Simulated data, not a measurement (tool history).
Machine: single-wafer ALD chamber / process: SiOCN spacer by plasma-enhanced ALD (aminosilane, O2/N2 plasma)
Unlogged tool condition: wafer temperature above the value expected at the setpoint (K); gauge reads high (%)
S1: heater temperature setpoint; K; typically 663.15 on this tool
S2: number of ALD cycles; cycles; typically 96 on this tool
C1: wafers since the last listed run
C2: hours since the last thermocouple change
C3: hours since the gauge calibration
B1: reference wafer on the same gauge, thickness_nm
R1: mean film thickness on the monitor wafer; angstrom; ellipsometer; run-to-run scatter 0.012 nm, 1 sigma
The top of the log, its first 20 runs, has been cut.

run	hour	S1	S2	C1	C2	C3	B1	R1
21	1349.8	663.15	96	171	1058.7	3247.4	6.177	55.6
22	1425.6	663.15	96	168	1134.5	3323.2	6.174	55.09
23	1480.4	673.15	113	121	1189.3	3378	6.172	65.46
24	1559.5	671.15	83	175	1268.4	3457.1	6.171	47.9
25	1663.3	671.15	96	230	1372.2	3560.9	6.181	55.48
26	1767.7	650.15	112	232	1476.6	3665.3	6.184	64.66
# hour 1807.5: gauge calibrated
27	1864.9	663.15	96	216	1573.8	57.4	6.119	54.67
28	1918.7	663.15	96	119	1627.6	111.2	6.112	54.92
29	1968.9	663.15	86	111	1677.8	161.4	6.114	49.21
30	2027.7	673.15	114	130	1736.6	220.2	6.115	65.07
31	2112.8	671.15	110	189	1821.7	305.3	6.128	62.88
32	2156.9	657.15	105	98	1865.8	349.4	6.12	59.99
33	2208.9	663.15	108	115	1917.8	401.4	6.119	61.55
# hour 2244.6: thermocouple changed; heater temperature recalibrated
34	2297.1	672.15	106	178	52.5	489.6	6.122	60.66
35	2395.4	668.15	81	218	150.8	587.9	6.128	46.31
36	2462	672.15	105	148	217.4	654.5	6.12	60.05
37	2541.6	656.15	107	177	297	734.1	6.123	61.24
38	2578.2	678.15	77	81	333.6	770.7	6.125	43.44
39	2618.4	663.15	103	89	373.8	810.9	6.121	59.02
40	2673.5	678.15	77	122	428.9	866	6.126	43.78
41	2764.6	656.15	92	202	520	957.1	6.131	52.73
42	2804.9	668.15	96	89	560.3	997.4	6.135	54.8
43	2869.9	659.15	105	144	625.3	1062.4	6.136	60.01
44	2948.5	653.15	106	174	703.9	1141	6.135	60.86

3 options for the next run, each taken on its own from the tool as it stands now. Forecast them:
A	2949.1	663.15	96	1	704.5	1141.6	?	?
B	2949.1	655.15	102	1	704.5	1141.6	?	?
C	2949.1	663.15	91	1	704.5	1141.6	?	?

run	B1	R1
A	6.137	54.9
B	6.137	58.33
C	6.137	52.04
With the hidden condition removed and each run's random variation left untouched, the same runs would have given:
run	R1
A	54.68
B	58.1
C	51.83

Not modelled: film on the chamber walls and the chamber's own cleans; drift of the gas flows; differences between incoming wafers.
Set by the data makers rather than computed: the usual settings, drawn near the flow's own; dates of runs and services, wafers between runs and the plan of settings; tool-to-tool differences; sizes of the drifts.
